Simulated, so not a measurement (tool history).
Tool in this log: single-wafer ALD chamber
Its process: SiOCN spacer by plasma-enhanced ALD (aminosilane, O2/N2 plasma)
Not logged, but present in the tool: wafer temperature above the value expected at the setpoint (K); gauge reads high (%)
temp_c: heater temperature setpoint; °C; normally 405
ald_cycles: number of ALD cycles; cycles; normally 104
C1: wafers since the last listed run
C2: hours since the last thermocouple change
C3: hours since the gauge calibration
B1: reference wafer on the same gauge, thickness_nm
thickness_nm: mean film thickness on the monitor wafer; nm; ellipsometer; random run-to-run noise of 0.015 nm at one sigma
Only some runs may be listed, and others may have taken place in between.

Run 1, hour 0.0: usual settings but temp_c 412 °C; C1 0; C2 1883.5; C3 254.7; B1 7.142. Result: thickness_nm 5.857 nm.
Run 2, hour 12.5: usual settings but temp_c 412 °C; C1 46; C2 1896.0; C3 267.2; B1 7.144. Result: thickness_nm 5.883 nm.
Run 3, hour 30.9: usual settings; C1 68; C2 1914.4; C3 285.6; B1 7.141. Result: thickness_nm 5.981 nm.
Run 4, hour 59.8: usual settings; C1 108; C2 1943.3; C3 314.5; B1 7.129. Result: thickness_nm 5.993 nm.
Run 5, hour 88.0: usual settings; C1 105; C2 1971.5; C3 342.7; B1 7.141. Result: thickness_nm 5.965 nm.
Run 6, hour 107.3: usual settings but temp_c 416 °C; C1 72; C2 1990.8; C3 362.0; B1 7.136. Result: thickness_nm 5.799 nm.
Run 7, hour 136.9: usual settings but temp_c 416 °C; C1 110; C2 2020.4; C3 391.6; B1 7.140. Result: thickness_nm 5.806 nm.
Run 8, hour 150.4: usual settings but temp_c 416 °C; C1 50; C2 2033.9; C3 405.1; B1 7.148. Result: thickness_nm 5.790 nm.
At hour 170.9: thermocouple changed; heater temperature recalibrated.
Run 9, hour 172.3: usual settings but temp_c 417 °C, ald_cycles 92 cycles; C1 51; C2 1.4; C3 427.0; B1 7.140. Result: thickness_nm 5.117 nm.
Run 10, hour 187.0: usual settings but temp_c 417 °C; C1 54; C2 16.1; C3 441.7; B1 7.132. Result: thickness_nm 5.786 nm.
Run 11, hour 201.1: usual settings but temp_c 416 °C, ald_cycles 84 cycles; C1 52; C2 30.2; C3 455.8; B1 7.140. Result: thickness_nm 4.689 nm.
Run 12, hour 231.8: usual settings but temp_c 416 °C; C1 114; C2 60.9; C3 486.5; B1 7.140. Result: thickness_nm 5.808 nm.
At hour 239.1: gauge calibrated.
Run 13, hour 246.4: usual settings but ald_cycles 112 cycles; C1 54; C2 75.5; C3 7.3; B1 7.147. Result: thickness_nm 6.443 nm.
Run 14, hour 278.1: usual settings but temp_c 417 °C, ald_cycles 118 cycles; C1 118; C2 107.2; C3 39.0; B1 7.136. Result: thickness_nm 6.575 nm.
Run 15, hour 294.7: usual settings; C1 62; C2 123.8; C3 55.6; B1 7.147. Result: thickness_nm 6.008 nm.
Run 16, hour 316.8: usual settings but temp_c 394 °C, ald_cycles 119 cycles; C1 82; C2 145.9; C3 77.7; B1 7.144. Result: thickness_nm 6.951 nm.
Run 17, hour 338.6: usual settings but temp_c 414 °C, ald_cycles 115 cycles; C1 81; C2 167.7; C3 99.5; B1 7.139. Result: thickness_nm 6.481 nm.
Run 18, hour 399.6: usual settings but temp_c 411 °C, ald_cycles 89 cycles; C1 228; C2 228.7; C3 160.5; B1 7.145. Result: thickness_nm 5.053 nm.
Run 19, hour 434.7: usual settings but temp_c 398 °C, ald_cycles 87 cycles; C1 131; C2 263.8; C3 195.6; B1 7.142. Result: thickness_nm 5.069 nm.

Each row is a separate what-if for the run after 19, all from the same tool condition, not one after another. Results?
Run A, hour 435.3: usual settings; C1 2; C2 264.4; C3 196.2; B1 ?. Result: thickness_nm ?.
Run B, hour 435.3: usual settings but ald_cycles 122 cycles; C1 2; C2 264.4; C3 196.2; B1 ?. Result: thickness_nm ?.
Run C, hour 435.3: usual settings but temp_c 395 °C, ald_cycles 112 cycles; C1 2; C2 264.4; C3 196.2; B1 ?. Result: thickness_nm ?.
Run D, hour 435.3: usual settings but ald_cycles 92 cycles; C1 2; C2 264.4; C3 196.2; B1 ?. Result: thickness_nm ?.
Run E, hour 435.3: usual settings but temp_c 410 °C, ald_cycles 87 cycles; C1 2; C2 264.4; C3 196.2; B1 ?. Result: thickness_nm ?.

run     B1  thickness_nm
  A  7.137         5.981
  B  7.137         7.016
  C  7.137         6.539
  D  7.137         5.291
  E  7.137         4.936
Had the tool no hidden state, the same runs would have come out as:
run  thickness_nm
  A         5.981
  B         7.016
  C         6.539
  D         5.291
  E         4.936
